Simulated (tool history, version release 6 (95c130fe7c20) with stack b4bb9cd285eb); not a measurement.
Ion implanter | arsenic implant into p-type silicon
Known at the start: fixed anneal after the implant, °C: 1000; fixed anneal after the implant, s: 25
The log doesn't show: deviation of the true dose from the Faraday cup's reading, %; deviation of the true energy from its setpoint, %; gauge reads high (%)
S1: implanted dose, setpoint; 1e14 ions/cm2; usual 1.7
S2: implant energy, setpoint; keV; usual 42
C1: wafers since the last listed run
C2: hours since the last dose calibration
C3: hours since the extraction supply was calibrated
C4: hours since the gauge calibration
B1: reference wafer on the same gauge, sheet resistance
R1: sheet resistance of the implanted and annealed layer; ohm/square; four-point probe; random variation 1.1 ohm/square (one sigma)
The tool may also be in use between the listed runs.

run 1 hour=0 | S1=1.54 S2=46.5 | C1=0 C2=1110.2 C3=2761.7 C4=1138.9 | B1=378.11 | R1=396.32
run 2 hour=163.6 | S1=1.7 S2=42 | C1=3681 C2=1273.8 C3=2925.3 C4=1302.5 | B1=377.98 | R1=376.2
run 3 hour=203.4 | S1=1.7 S2=42 | C1=895 C2=1313.6 C3=2965.1 C4=1342.3 | B1=377.91 | R1=376.9
-- hour=223.9 gauge calibrated
run 4 hour=295.4 | S1=1.7 S2=42 | C1=2070 C2=1405.6 C3=3057.1 C4=71.5 | B1=378.01 | R1=375.6
run 5 hour=408.6 | S1=1.7 S2=42 | C1=2547 C2=1518.8 C3=3170.3 C4=184.7 | B1=377.97 | R1=374.62
run 6 hour=462 | S1=1.7 S2=48.5 | C1=1201 C2=1572.2 C3=3223.7 C4=238.1 | B1=378.07 | R1=365.65
run 7 hour=521.4 | S1=1.7 S2=48.5 | C1=1336 C2=1631.6 C3=3283.1 C4=297.5 | B1=377.94 | R1=368.74
run 8 hour=614 | S1=1.7 S2=48.5 | C1=2083 C2=1724.2 C3=3375.7 C4=390.1 | B1=378.08 | R1=365.91
run 9 hour=681.2 | S1=1.7 S2=42 | C1=1512 C2=1791.4 C3=3442.9 C4=457.3 | B1=377.78 | R1=376.9
run 10 hour=778 | S1=1.7 S2=42 | C1=2178 C2=1888.2 C3=3539.7 C4=554.1 | B1=377.66 | R1=373.64
-- hour=815.9 extraction supply calibrated
run 11 hour=833.1 | S1=1.7 S2=42 | C1=1059 C2=1943.3 C3=17.2 C4=609.2 | B1=377.75 | R1=375.51
-- hour=892.6 Faraday cup replaced and dose calibrated
run 12 hour=929.4 | S1=2.21 S2=42 | C1=1986 C2=36.8 C3=113.5 C4=705.5 | B1=378.17 | R1=315.07
run 13 hour=1028.2 | S1=2.02 S2=52.5 | C1=2223 C2=135.6 C3=212.3 C4=804.3 | B1=377.75 | R1=325.67
run 14 hour=1122.1 | S1=1.56 S2=37 | C1=2112 C2=229.5 C3=306.2 C4=898.2 | B1=377.81 | R1=412.43
run 15 hour=1176.1 | S1=1.95 S2=53.5 | C1=1215 C2=283.5 C3=360.2 C4=952.2 | B1=377.91 | R1=331.3
run 16 hour=1269.3 | S1=2.12 S2=33.5 | C1=2097 C2=376.7 C3=453.4 C4=1045.4 | B1=377.78 | R1=334.01
run 17 hour=1336.1 | S1=1.7 S2=42 | C1=1503 C2=443.5 C3=520.2 C4=1112.2 | B1=377.83 | R1=377.36
-- hour=1337.8 gauge calibrated
run 18 hour=1392.7 | S1=1.89 S2=42 | C1=1273 C2=500.1 C3=576.8 C4=54.9 | B1=378.2 | R1=349.85
run 19 hour=1445.4 | S1=2.12 S2=33.5 | C1=1185 C2=552.8 C3=629.5 C4=107.6 | B1=377.89 | R1=333.92
run 20 hour=1486.5 | S1=2.08 S2=42 | C1=924 C2=593.9 C3=670.6 C4=148.7 | B1=378.09 | R1=324.94
run 21 hour=1587 | S1=1.88 S2=49.5 | C1=2261 C2=694.4 C3=771.1 C4=249.2 | B1=377.95 | R1=343.28
run 22 hour=1660.1 | S1=1.7 S2=42 | C1=1644 C2=767.5 C3=844.2 C4=322.3 | B1=377.99 | R1=376.2
run 23 hour=1706.3 | S1=1.19 S2=42 | C1=1039 C2=813.7 C3=890.4 C4=368.5 | B1=377.99 | R1=479.1

How the hidden state differs across the entries between the runs, from the last listed run before each to the first after it:
Between runs 3 and 4: gauge calibrated (hour 223.9)
  deviation of the true dose from the Faraday cup's reading, %: 2.42 -> 2.47
  measured less the result without the state, R1: -6.41 -> -6.52 ohm/square
Between runs 10 and 11: extraction supply calibrated (hour 815.9)
  deviation of the true dose from the Faraday cup's reading, %: 2.64 -> 2.65
  measured less the result without the state, R1: -6.93 -> -7 ohm/square
Between runs 11 and 12: Faraday cup replaced and dose calibrated (hour 892.6)
  deviation of the true dose from the Faraday cup's reading, %: 2.65 -> 0.376
  measured less the result without the state, R1: -7 -> -0.85 ohm/square
Between runs 17 and 18: gauge calibrated (hour 1337.8)
  deviation of the true dose from the Faraday cup's reading, %: 1.73 -> 1.86
  measured less the result without the state, R1: -4.59 -> -4.62 ohm/square
